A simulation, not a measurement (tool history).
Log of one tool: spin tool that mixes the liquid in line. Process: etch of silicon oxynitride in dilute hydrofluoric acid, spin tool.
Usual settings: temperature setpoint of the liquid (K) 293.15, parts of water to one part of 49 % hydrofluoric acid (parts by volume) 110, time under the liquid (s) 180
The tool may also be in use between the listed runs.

run   hour  temperature setpoint of the liquid (K)  parts of water to one part of 49 % hydrofluoric acid (parts by volume)  time under the liquid (s)  read-back film thickness of the silicon oxynitride reference wafer, read on the same gauge (nm)  thickness taken off the silicon oxynitride on a monitor wafer (Å)
  1    0.0                                  293.15                                                                     125                        180                                                                                          120.901                                                              38.58
  2   18.9                                  293.15                                                                     110                        180                                                                                          121.001                                                              44.63
  3   33.5                                  293.15                                                                     110                        180                                                                                          121.069                                                              44.26
  4   66.8                                  293.15                                                                     110                        180                                                                                          121.214                                                              43.89
  5   95.2                                  294.65                                                                      85                        180                                                                                          121.355                                                              62.95
  6  126.8                                  294.65                                                                      85                        180                                                                                          121.494                                                              63.80
  7  149.5                                  293.15                                                                     110                        180                                                                                          121.621                                                              44.48
  8  170.9                                  293.15                                                                     110                        180                                                                                          121.678                                                              44.72
  9  206.8                                  293.15                                                                     110                        180                                                                                          121.869                                                              44.42
 10  223.4                                  293.15                                                                     110                        180                                                                                          121.952                                                              44.53
     226.5  -- gauge calibrated
 11  247.2                                  293.15                                                                      65                        180                                                                                          120.306                                                              76.70
 12  270.8                                  293.15                                                                     110                        255                                                                                          120.424                                                              62.52
 13  287.6                                  293.15                                                                     110                        180                                                                                          120.468                                                              44.01
 14  311.6                                  290.15                                                                     125                        180                                                                                          120.578                                                              32.91
 15  342.5                                  296.15                                                                     110                        150                                                                                          120.737                                                              42.49
 16  365.5                                  293.15                                                                     155                        235                                                                                          120.849                                                              39.84
 17  389.7                                  293.15                                                                     110                        180                                                                                          120.975                                                              44.09
 18  424.3                                  293.15                                                                     110                        180                                                                                          121.142                                                              44.48
 19  455.7                                  290.15                                                                     145                        100                                                                                          121.309                                                              15.78
 20  479.6                                  293.15                                                                     110                        180                                                                                          121.425                                                              44.53
     488.4  -- hydrofluoric acid flow meter replaced
     489.4  -- thermometer replaced
 21  503.3                                  290.15                                                                      90                         85                                                                                          121.513                                                              22.38
 22  530.7                                  293.15                                                                     110                        180                                                                                          121.650                                                              44.53
 23  556.4                                  293.15                                                                      85                        275                                                                                          121.778                                                              89.55
 24  578.1                                  293.15                                                                     110                        125                                                                                          121.886                                                              31.03
 25  600.9                                  293.15                                                                     110                        180                                                                                          122.004                                                              44.45
 26  632.0                                  290.15                                                                     110                        180                                                                                          122.133                                                              38.25
 27  650.2                                  293.15                                                                     110                        105                                                                                          122.205                                                              25.99

Forecast each of these 3 alternatives for the next run:
  A  650.7                                  295.65                                                                     110                        180                                                                                                ?                                                                  ?
  B  650.7                                  293.15                                                                     140                        180                                                                                                ?                                                                  ?
  C  650.7                                  293.15                                                                      75                         80                                                                                                ?                                                                  ?

run  read-back film thickness of the silicon oxynitride reference wafer, read on the same gauge (nm)  thickness taken off the silicon oxynitride on a monitor wafer (Å)
  A                                                                                          122.253                                                              50.31
  B                                                                                          122.253                                                              34.31
  C                                                                                          122.253                                                              29.83
Without the tool's hidden state the same runs would have given:
run  thickness taken off the silicon oxynitride on a monitor wafer (Å)
  A                                                              49.39
  B                                                              33.69
  C                                                              29.28
